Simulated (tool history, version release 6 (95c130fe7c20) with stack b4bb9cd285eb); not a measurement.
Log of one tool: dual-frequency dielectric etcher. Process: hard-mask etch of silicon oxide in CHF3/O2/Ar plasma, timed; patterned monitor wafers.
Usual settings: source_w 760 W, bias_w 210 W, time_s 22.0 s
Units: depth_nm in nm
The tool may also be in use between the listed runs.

run   hour  source_w  bias_w  time_s  wafers since the last listed run  hours since the last wet clean  hours since the last source power generator calibration  hours since the last bias power generator calibration  hours since the last upper electrode change  hours since the gauge calibration  read-back reference wafer on the same gauge, depth_nm  depth_nm
  1    0.0       760     210    22.0                                 0                           262.1                                                   2565.3                                                 2358.6                                       1786.4                              237.3                                                   42.4      53.8
  2   12.4       760     210    22.0                               137                           274.5                                                   2577.7                                                 2371.0                                       1798.8                              249.7                                                   42.4      54.2
  3   27.2       760     210    22.0                               163                           289.3                                                   2592.5                                                 2385.8                                       1813.6                              264.5                                                   42.5      54.0
  4   36.2       760     250    22.0                                99                           298.3                                                   2601.5                                                 2394.8                                       1822.6                              273.5                                                   42.4      58.8
  5   43.1       760     210    22.0                                76                           305.2                                                   2608.4                                                 2401.7                                       1829.5                              280.4                                                   42.4      54.2
  6   64.9       760     210    22.0                               240                           327.0                                                   2630.2                                                 2423.5                                       1851.3                              302.2                                                   42.4      54.7
  7   81.9       760     210    22.0                               187                           344.0                                                   2647.2                                                 2440.5                                       1868.3                              319.2                                                   42.3      54.3
  8   94.9       810     210    22.0                               143                           357.0                                                   2660.2                                                 2453.5                                       1881.3                              332.2                                                   42.5      55.3
      98.3  -- gauge calibrated
  9  105.1       810     210    22.0                               112                           367.2                                                   2670.4                                                 2463.7                                       1891.5                                6.8                                                   42.4      55.6
 10  112.5       610     210    20.5                                81                           374.6                                                   2677.8                                                 2471.1                                       1898.9                               14.2                                                   42.5      46.6
     159.8  -- upper electrode replaced
 11  160.3       760     210    22.0                               263                           422.4                                                   2725.6                                                 2518.9                                          0.5                               62.0                                                   42.5      54.6
 12  171.5       760     210    18.5                               123                           433.6                                                   2736.8                                                 2530.1                                         11.7                               73.2                                                   42.4      46.3
 13  183.4       760     210    16.5                               131                           445.5                                                   2748.7                                                 2542.0                                         23.6                               85.1                                                   42.4      40.7
 14  195.5       760     210    22.0                               133                           457.6                                                   2760.8                                                 2554.1                                         35.7                               97.2                                                   42.3      55.6
     203.5  -- source power generator calibrated
 15  212.3       760     224    16.5                               141                           474.4                                                      8.8                                                 2570.9                                         52.5                              114.0                                                   42.4      42.8
 16  228.1       660     183    27.5                               174                           490.2                                                     24.6                                                 2586.7                                         68.3                              129.8                                                   42.4      62.0
     253.5  -- wet clean of the chamber
     255.5  -- bias power generator calibrated
 17  256.0       880     225    19.5                                21                             2.5                                                     52.5                                                    0.5                                         96.2                              157.7                                                   42.4      50.4
 18  256.3       760     210    26.0                                 3                             2.8                                                     52.8                                                    0.8                                         96.5                              158.0                                                   42.4      61.4
 19  265.7       920     210    15.5                               103                            12.2                                                     62.2                                                   10.2                                        105.9                              167.4                                                   42.4      39.4
 20  306.8       760     210    22.0                               454                            53.3                                                    103.3                                                   51.3                                        147.0                              208.5                                                   42.3      52.5
 21  323.6       760     174    18.0                               185                            70.1                                                    120.1                                                   68.1                                        163.8                              225.3                                                   42.4      39.8

3 ways to go on from here, each from the tool as it stands after run 21. What would each give?
  A  324.0       760     210    15.5                                 4                            70.5                                                    120.5                                                   68.5                                        164.2                              225.7                                                      ?         ?
  B  324.0       950     226    22.0                                 4                            70.5                                                    120.5                                                   68.5                                        164.2                              225.7                                                      ?         ?
  C  324.0       760     210    23.5                                 4                            70.5                                                    120.5                                                   68.5                                        164.2                              225.7                                                      ?         ?

run  read-back reference wafer on the same gauge, depth_nm  depth_nm
  A                                                   42.3      37.3
  B                                                   42.3      59.1
  C                                                   42.3      56.5
Without the tool's hidden state the same runs would have given:
run  depth_nm
  A      37.1
  B      58.8
  C      56.3
